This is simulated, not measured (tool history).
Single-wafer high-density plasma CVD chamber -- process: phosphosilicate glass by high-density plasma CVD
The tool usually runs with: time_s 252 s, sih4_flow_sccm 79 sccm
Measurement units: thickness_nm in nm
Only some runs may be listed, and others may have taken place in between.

run	day	time_s	sih4_flow_sccm	read-back reference wafer on the same gauge, thickness_nm	thickness_nm
1	0	252	68	1825.171	1766.407
2	0.721	252	68	1824.132	1759.304
3	1.454	252	68	1822.218	1760.946
4	2.729	252	79	1820.626	1929.236
# day 2.925: gauge calibrated
5	3.329	252	79	1828.306	1936.508
6	3.625	252	79	1827.846	1931.408
7	4.333	252	79	1826.567	1931.521
8	4.658	252	79	1825.574	1928.084
# day 5.271: silane flow controller replaced
9	5.388	252	79	1823.775	1934.091
10	5.712	252	79	1823.753	1930.36
11	6.05	282	84	1823.02	2244.782
12	7.067	252	79	1821.831	1921.942
13	7.671	282	92	1820.239	2373.219
# day 7.979: gauge calibrated
14	8.175	231	75	1830.099	1723.989
15	8.758	252	79	1830.067	1937.182
16	9.296	266	79	1828.896	2043.327

Run 17, settings as shown, results not yet in. Your forecast:
17	9.896	211	88	?	?

read-back reference wafer on the same gauge, thickness_nm: 1827.435
thickness_nm: 1734.149 nm
Were there no unlogged condition in the tool, this run, its random variation unchanged, would have produced thickness_nm 1736.369 nm.
